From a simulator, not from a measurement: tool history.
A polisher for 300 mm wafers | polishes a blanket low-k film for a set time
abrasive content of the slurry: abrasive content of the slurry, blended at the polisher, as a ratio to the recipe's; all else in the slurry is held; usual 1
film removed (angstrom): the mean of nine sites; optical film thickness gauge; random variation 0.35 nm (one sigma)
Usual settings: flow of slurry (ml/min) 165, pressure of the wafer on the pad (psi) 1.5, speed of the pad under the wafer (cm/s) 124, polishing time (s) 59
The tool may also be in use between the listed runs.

run,hour,flow of slurry (ml/min),pressure of the wafer on the pad (psi),speed of the pad under the wafer (cm/s),abrasive content of the slurry,polishing time (s),wafers since the last listed run,wafers polished on this pad,hours since the slurry nozzle was cleaned,hours since the head pressure was calibrated,hours since the slurry blender was calibrated,hours since the conditioning disc was replaced,"incoming thickness of the incoming film, nm",film removed (angstrom)
1,0,165,1.5,124,1,43,0,4762,603,553.5,4,204.9,647.3,188
# hour 5.7: worn pad replaced by a new one
2,56,165,1.5,124,1,43,667,645,659,609.5,60,260.9,642.2,187
# hour 109.6: conditioning disc replaced and pad reconditioned
3,121.8,165,1.5,124,1.1,59,818,1463,724.8,675.3,125.8,12.2,659.2,262
4,175.1,165,1.5,124,1.1,59,683,2147,778.1,728.6,179.1,65.5,644.6,256
5,225.2,165,1.5,104,0.85,59,642,2790,828.2,778.7,229.2,115.6,649.8,215
6,255.2,165,1.5,124,1,59,384,3175,858.2,808.7,259.2,145.6,642.7,262
7,281,165,1.5,124,1,59,330,3506,884,834.5,285,171.4,662.8,254
8,314.7,165,1.5,154,1,59,432,3938,917.7,868.2,318.7,205.1,653.9,297
# hour 328.4: slurry nozzle cleaned
# hour 361.9: worn pad replaced by a new one
9,369.3,165,1.5,124,1,59,636,94,40.9,922.8,373.3,259.7,654.2,231
# hour 394.6: slurry blender recalibrated
10,438.6,165,1.5,124,1,59,863,958,110.2,992.1,44,329,649.5,229
# hour 489.9: conditioning disc replaced and pad reconditioned
11,493.6,125,1.5,124,1,59,679,1638,165.2,1047.1,99,3.7,664.2,205
# hour 590.1: slurry nozzle cleaned, repeated, since the last time left the tool worse
12,602.9,210,1.2,124,1,59,1389,3027,12.8,1156.4,208.3,113,651.5,226
13,634.1,195,1.5,124,0.75,76,400,3427,44,1187.6,239.5,144.2,653.6,337
14,663.4,165,1.5,124,1,67,375,3803,73.3,1216.9,268.8,173.5,645.1,309
# hour 683.6: worn pad replaced by a new one
15,701.8,165,1.5,124,1,59,441,234,111.7,1255.3,307.2,211.9,650,261
# hour 723.7: head pressure recalibrated
# hour 765.2: slurry blender recalibrated
# hour 844.6: conditioning disc replaced and pad reconditioned
16,905.8,165,1.5,156,1,53,2539,2774,315.7,182.1,140.6,61.2,656.2,282
17,974.8,165,2,90,0.8,59,885,3659,384.7,251.1,209.6,130.2,651.3,262
18,1004.3,165,1.5,124,1,71,378,4037,414.2,280.6,239.1,159.7,658.1,322
# hour 1048.5: worn pad replaced by a new one
# hour 1087.6: slurry blender recalibrated
19,1134.6,165,1.5,124,0.9,59,1594,1078,544.5,410.9,47,290,652.9,250
20,1167.2,165,1.5,104,0.85,59,418,1496,577.1,443.5,79.6,322.6,654.9,221
# hour 1230.2: conditioning disc replaced and pad reconditioned
21,1231.4,110,1.6,124,1,59,797,2294,641.3,507.7,143.8,1.2,658.9,248
22,1268.4,195,1.9,102,1.3,59,474,2769,678.3,544.7,180.8,38.2,655.8,312

Run 23 comes next. What will it give?
23,1323.3,165,1.5,124,1,59,704,3473,733.2,599.6,235.7,93.1,646.3,?

film removed (angstrom): 260
Without the tool's hidden state the same run would have given film removed (angstrom) 274.
